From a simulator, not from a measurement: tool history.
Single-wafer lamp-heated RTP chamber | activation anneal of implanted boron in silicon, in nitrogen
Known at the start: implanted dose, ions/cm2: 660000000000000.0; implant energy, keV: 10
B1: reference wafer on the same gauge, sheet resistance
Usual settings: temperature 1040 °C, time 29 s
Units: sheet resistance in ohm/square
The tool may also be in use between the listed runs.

{"run": 1, "hour": 0.0, "temperature": 1040, "time": 29, "B1": 217.07, "sheet resistance": 187.29}
{"run": 2, "hour": 8.6, "temperature": 1040, "time": 29, "B1": 217.01, "sheet resistance": 187.75}
{"run": 3, "hour": 24.3, "temperature": 1040, "time": 29, "B1": 216.94, "sheet resistance": 188.31}
{"run": 4, "hour": 39.1, "temperature": 1040, "time": 29, "B1": 216.84, "sheet resistance": 187.53}
{"run": 5, "hour": 49.3, "temperature": 1040, "time": 29, "B1": 216.91, "sheet resistance": 187.15}
{"run": 6, "hour": 56.7, "temperature": 1040, "time": 29, "B1": 216.96, "sheet resistance": 187.59}
{"run": 7, "hour": 68.2, "temperature": 1040, "time": 34, "B1": 217.01, "sheet resistance": 186.37}
{"run": 8, "hour": 75.3, "temperature": 1040, "time": 34, "B1": 216.96, "sheet resistance": 186.42}
{"hour": 85.0, "done": "pyrometer window cleaned and pyrometer calibrated"}
{"run": 9, "hour": 85.5, "temperature": 1040, "time": 34, "B1": 217.03, "sheet resistance": 187.59}
{"run": 10, "hour": 87.8, "temperature": 1040, "time": 35, "B1": 216.99, "sheet resistance": 188.03}
{"run": 11, "hour": 95.1, "temperature": 1040, "time": 35, "B1": 217.1, "sheet resistance": 187.2}
{"run": 12, "hour": 112.0, "temperature": 1040, "time": 29, "B1": 216.95, "sheet resistance": 187.71}
{"run": 13, "hour": 123.8, "temperature": 1040, "time": 29, "B1": 217.15, "sheet resistance": 188.13}
{"run": 14, "hour": 138.8, "temperature": 1040, "time": 29, "B1": 216.96, "sheet resistance": 188.26}
{"run": 15, "hour": 149.7, "temperature": 1024, "time": 40, "B1": 217, "sheet resistance": 188.54}
{"run": 16, "hour": 161.2, "temperature": 1040, "time": 22, "B1": 216.96, "sheet resistance": 188.36}
{"run": 17, "hour": 168.0, "temperature": 1040, "time": 29, "B1": 217, "sheet resistance": 188.19}
{"run": 18, "hour": 176.4, "temperature": 1040, "time": 29, "B1": 216.95, "sheet resistance": 187.65}
{"run": 19, "hour": 194.0, "temperature": 1048, "time": 24, "B1": 216.98, "sheet resistance": 187.07}
{"run": 20, "hour": 208.5, "temperature": 1040, "time": 37, "B1": 216.98, "sheet resistance": 186.19}
{"run": 21, "hour": 226.2, "temperature": 1051, "time": 29, "B1": 216.88, "sheet resistance": 187.11}
{"run": 22, "hour": 236.4, "temperature": 1051, "time": 12, "B1": 216.99, "sheet resistance": 189.68}
{"hour": 249.9, "done": "reflector plate cleaned"}
{"run": 23, "hour": 251.6, "temperature": 1040, "time": 29, "B1": 216.99, "sheet resistance": 187.16}
{"run": 24, "hour": 263.4, "temperature": 1040, "time": 29, "B1": 216.91, "sheet resistance": 187.43}
{"hour": 264.8, "done": "gauge calibrated"}
{"hour": 271.7, "done": "pyrometer window cleaned and pyrometer calibrated"}
{"run": 25, "hour": 276.5, "temperature": 1040, "time": 17, "B1": 217.09, "sheet resistance": 190.34}
{"run": 26, "hour": 286.3, "temperature": 1061, "time": 36, "B1": 216.94, "sheet resistance": 185.38}
{"run": 27, "hour": 294.7, "temperature": 1068, "time": 45, "B1": 216.95, "sheet resistance": 183.57}
{"run": 28, "hour": 304.9, "temperature": 1040, "time": 12, "B1": 217.12, "sheet resistance": 190.69}
{"run": 29, "hour": 316.3, "temperature": 1064, "time": 21, "B1": 217.08, "sheet resistance": 187.3}
{"run": 30, "hour": 328.6, "temperature": 1040, "time": 29, "B1": 216.88, "sheet resistance": 188.28}
{"run": 31, "hour": 340.9, "temperature": 1058, "time": 24, "B1": 217.13, "sheet resistance": 186.6}
{"run": 32, "hour": 354.1, "temperature": 1066, "time": 41, "B1": 217.06, "sheet resistance": 184.33}
{"run": 33, "hour": 368.1, "temperature": 1063, "time": 23, "B1": 216.98, "sheet resistance": 186.75}
{"run": 34, "hour": 380.7, "temperature": 1065, "time": 45, "B1": 217.04, "sheet resistance": 183.22}
{"run": 35, "hour": 396.8, "temperature": 1040, "time": 29, "B1": 216.99, "sheet resistance": 187.55}
{"run": 36, "hour": 406.9, "temperature": 1040, "time": 29, "B1": 217, "sheet resistance": 187.72}
{"run": 37, "hour": 417.1, "temperature": 1040, "time": 29, "B1": 216.93, "sheet resistance": 188.34}

The same runs without the tool's hidden state, with the same run-to-run variation:
The hidden state here: true wafer temperature minus pyrometer reading, K; wafer temperature error from the tarnished reflector plate, K; gauge reads high (%).
run=1 sheet_resistance=188.01
run=2 sheet_resistance=188.51
run=3 sheet_resistance=189.16
run=4 sheet_resistance=188.46
run=5 sheet_resistance=188.12
run=6 sheet_resistance=188.61
run=7 sheet_resistance=187.5
run=8 sheet_resistance=187.59
run=9 sheet_resistance=187.76
run=10 sheet_resistance=188.22
run=11 sheet_resistance=187.42
run=12 sheet_resistance=188.01
run=13 sheet_resistance=188.51
run=14 sheet_resistance=188.72
run=15 sheet_resistance=189.18
run=16 sheet_resistance=188.87
run=17 sheet_resistance=188.8
run=18 sheet_resistance=188.31
run=19 sheet_resistance=187.7
run=20 sheet_resistance=187.08
run=21 sheet_resistance=187.91
run=22 sheet_resistance=190.3
run=23 sheet_resistance=188.21
run=24 sheet_resistance=188.54
run=25 sheet_resistance=190.37
run=26 sheet_resistance=185.46
run=27 sheet_resistance=183.7
run=28 sheet_resistance=190.83
run=29 sheet_resistance=187.49
run=30 sheet_resistance=188.62
run=31 sheet_resistance=186.91
run=32 sheet_resistance=184.73
run=33 sheet_resistance=187.15
run=34 sheet_resistance=183.77
run=35 sheet_resistance=188.26
run=36 sheet_resistance=188.48
run=37 sheet_resistance=189.16

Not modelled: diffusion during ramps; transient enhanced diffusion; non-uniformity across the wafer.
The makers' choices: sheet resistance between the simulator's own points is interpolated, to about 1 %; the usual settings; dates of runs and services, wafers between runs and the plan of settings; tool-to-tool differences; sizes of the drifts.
